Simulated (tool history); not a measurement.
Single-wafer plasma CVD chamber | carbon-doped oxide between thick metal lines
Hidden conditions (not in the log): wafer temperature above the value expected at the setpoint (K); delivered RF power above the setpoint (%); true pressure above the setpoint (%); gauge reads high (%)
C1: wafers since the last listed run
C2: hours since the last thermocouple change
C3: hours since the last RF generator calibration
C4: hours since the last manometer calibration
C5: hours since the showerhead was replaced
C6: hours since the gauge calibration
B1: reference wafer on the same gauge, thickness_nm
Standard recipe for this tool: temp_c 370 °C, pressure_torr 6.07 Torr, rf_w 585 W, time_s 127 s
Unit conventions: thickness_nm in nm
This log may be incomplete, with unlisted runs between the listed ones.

Run 1, hour 0.0: usual settings but time_s 141 s; C1 0; C2 2506.1; C3 472.7; C4 1282.6; C5 2687.6; C6 1203.0; B1 692.283. Result: thickness_nm 727.459 nm.
Run 2, hour 44.3: usual settings but time_s 141 s; C1 397; C2 2550.4; C3 517.0; C4 1326.9; C5 2731.9; C6 1247.3; B1 691.575. Result: thickness_nm 737.021 nm.
Run 3, hour 108.6: usual settings but time_s 141 s; C1 576; C2 2614.7; C3 581.3; C4 1391.2; C5 2796.2; C6 1311.6; B1 688.968. Result: thickness_nm 731.411 nm.
Run 4, hour 173.6: usual settings; C1 582; C2 2679.7; C3 646.3; C4 1456.2; C5 2861.2; C6 1376.6; B1 688.492. Result: thickness_nm 654.161 nm.
Run 5, hour 236.1: usual settings; C1 560; C2 2742.2; C3 708.8; C4 1518.7; C5 2923.7; C6 1439.1; B1 686.390. Result: thickness_nm 654.062 nm.
At hour 306.8: thermocouple changed; heater temperature recalibrated.
Run 6, hour 340.7: usual settings but temp_c 376 °C, rf_w 535 W; C1 866; C2 33.9; C3 813.4; C4 1623.3; C5 3028.3; C6 1543.7; B1 683.338. Result: thickness_nm 600.778 nm.
Run 7, hour 398.0: usual settings but rf_w 555 W; C1 513; C2 91.2; C3 870.7; C4 1680.6; C5 3085.6; C6 1601.0; B1 681.711. Result: thickness_nm 630.749 nm.
Run 8, hour 435.9: usual settings but temp_c 382 °C, pressure_torr 5.47 Torr, rf_w 505 W, time_s 113 s; C1 339; C2 129.1; C3 908.6; C4 1718.5; C5 3123.5; C6 1638.9; B1 679.671. Result: thickness_nm 493.512 nm.
Run 9, hour 464.0: usual settings but temp_c 360 °C, pressure_torr 6.46 Torr, rf_w 615 W, time_s 113 s; C1 251; C2 157.2; C3 936.7; C4 1746.6; C5 3151.6; C6 1667.0; B1 679.474. Result: thickness_nm 618.143 nm.
Run 10, hour 525.0: usual settings but temp_c 360 °C, pressure_torr 6.46 Torr, rf_w 615 W, time_s 113 s; C1 546; C2 218.2; C3 997.7; C4 1807.6; C5 3212.6; C6 1728.0; B1 676.625. Result: thickness_nm 614.176 nm.
Run 11, hour 605.6: usual settings but time_s 152 s; C1 722; C2 298.8; C3 1078.3; C4 1888.2; C5 3293.2; C6 1808.6; B1 674.985. Result: thickness_nm 777.485 nm.
At hour 614.4: RF generator calibrated.
Run 12, hour 647.1: usual settings; C1 300; C2 340.3; C3 32.7; C4 1929.7; C5 3334.7; C6 1850.1; B1 673.912. Result: thickness_nm 640.599 nm.
Run 13, hour 704.1: usual settings but temp_c 357 °C, time_s 143 s; C1 511; C2 397.3; C3 89.7; C4 1986.7; C5 3391.7; C6 1907.1; B1 671.518. Result: thickness_nm 739.517 nm.
Run 14, hour 752.1: usual settings but rf_w 690 W, time_s 110 s; C1 430; C2 445.3; C3 137.7; C4 2034.7; C5 3439.7; C6 1955.1; B1 669.713. Result: thickness_nm 626.609 nm.
At hour 752.5: gauge calibrated.
Run 15, hour 776.5: usual settings but rf_w 655 W; C1 218; C2 469.7; C3 162.1; C4 2059.1; C5 3464.1; C6 24.0; B1 706.168. Result: thickness_nm 733.386 nm.
Run 16, hour 843.0: usual settings; C1 596; C2 536.2; C3 228.6; C4 2125.6; C5 3530.6; C6 90.5; B1 705.546. Result: thickness_nm 674.844 nm.
Run 17, hour 885.6: usual settings; C1 381; C2 578.8; C3 271.2; C4 2168.2; C5 3573.2; C6 133.1; B1 705.446. Result: thickness_nm 672.288 nm.
At hour 941.5: capacitance manometer re-zeroed and calibrated.
Run 18, hour 953.3: usual settings but temp_c 380 °C, pressure_torr 5.55 Torr, rf_w 515 W, time_s 118 s; C1 535; C2 646.5; C3 338.9; C4 11.8; C5 3640.9; C6 200.8; B1 706.148. Result: thickness_nm 549.555 nm.
At hour 988.9: showerhead replaced.
Run 19, hour 1018.2: usual settings; C1 510; C2 711.4; C3 403.8; C4 76.7; C5 29.3; C6 265.7; B1 705.982. Result: thickness_nm 676.086 nm.
Run 20, hour 1072.3: usual settings but temp_c 356 °C, rf_w 510 W, time_s 119 s; C1 485; C2 765.5; C3 457.9; C4 130.8; C5 83.4; C6 319.8; B1 704.386. Result: thickness_nm 585.050 nm.
Run 21, hour 1124.2: usual settings but pressure_torr 6.58 Torr, rf_w 505 W; C1 465; C2 817.4; C3 509.8; C4 182.7; C5 135.3; C6 371.7; B1 704.498. Result: thickness_nm 610.274 nm.
Run 22, hour 1187.9: usual settings but pressure_torr 5.33 Torr; C1 571; C2 881.1; C3 573.5; C4 246.4; C5 199.0; C6 435.4; B1 703.579. Result: thickness_nm 651.729 nm.
Run 23, hour 1241.3: usual settings but temp_c 384 °C, pressure_torr 5.30 Torr; C1 478; C2 934.5; C3 626.9; C4 299.8; C5 252.4; C6 488.8; B1 704.268. Result: thickness_nm 636.198 nm.
Run 24, hour 1309.9: usual settings but time_s 137 s; C1 615; C2 1003.1; C3 695.5; C4 368.4; C5 321.0; C6 557.4; B1 703.255. Result: thickness_nm 725.940 nm.
Run 25, hour 1350.3: usual settings but pressure_torr 7.13 Torr, time_s 146 s; C1 362; C2 1043.5; C3 735.9; C4 408.8; C5 361.4; C6 597.8; B1 703.075. Result: thickness_nm 786.511 nm.
Run 26, hour 1380.5: usual settings but temp_c 375 °C, pressure_torr 6.91 Torr; C1 270; C2 1073.7; C3 766.1; C4 439.0; C5 391.6; C6 628.0; B1 701.527. Result: thickness_nm 678.569 nm.
Run 27, hour 1450.2: usual settings but temp_c 366 °C, pressure_torr 4.87 Torr; C1 624; C2 1143.4; C3 835.8; C4 508.7; C5 461.3; C6 697.7; B1 701.344. Result: thickness_nm 641.154 nm.
Run 28, hour 1517.0: usual settings but temp_c 380 °C, pressure_torr 4.91 Torr, rf_w 525 W, time_s 137 s; C1 598; C2 1210.2; C3 902.6; C4 575.5; C5 528.1; C6 764.5; B1 700.625. Result: thickness_nm 622.727 nm.
Run 29, hour 1573.5: usual settings but temp_c 384 °C, rf_w 625 W; C1 506; C2 1266.7; C3 959.1; C4 632.0; C5 584.6; C6 821.0; B1 699.616. Result: thickness_nm 684.577 nm.

Forecast each of these 3 alternatives for the next run:
Run A, hour 1573.9: usual settings but pressure_torr 7.50 Torr; C1 3; C2 1267.1; C3 959.5; C4 632.4; C5 585.0; C6 821.4; B1 ?. Result: thickness_nm ?.
Run B, hour 1573.9: usual settings but temp_c 375 °C, pressure_torr 5.26 Torr, rf_w 525 W; C1 3; C2 1267.1; C3 959.5; C4 632.4; C5 585.0; C6 821.4; B1 ?. Result: thickness_nm ?.
Run C, hour 1573.9: usual settings but pressure_torr 6.86 Torr, time_s 112 s; C1 3; C2 1267.1; C3 959.5; C4 632.4; C5 585.0; C6 821.4; B1 ?. Result: thickness_nm ?.

run       B1  thickness_nm
  A  700.309       690.028
  B  700.309       595.391
  C  700.309       603.385
Without the tool's unlogged condition, the same runs would have read:
run  thickness_nm
  A       690.154
  B       595.500
  C       603.495
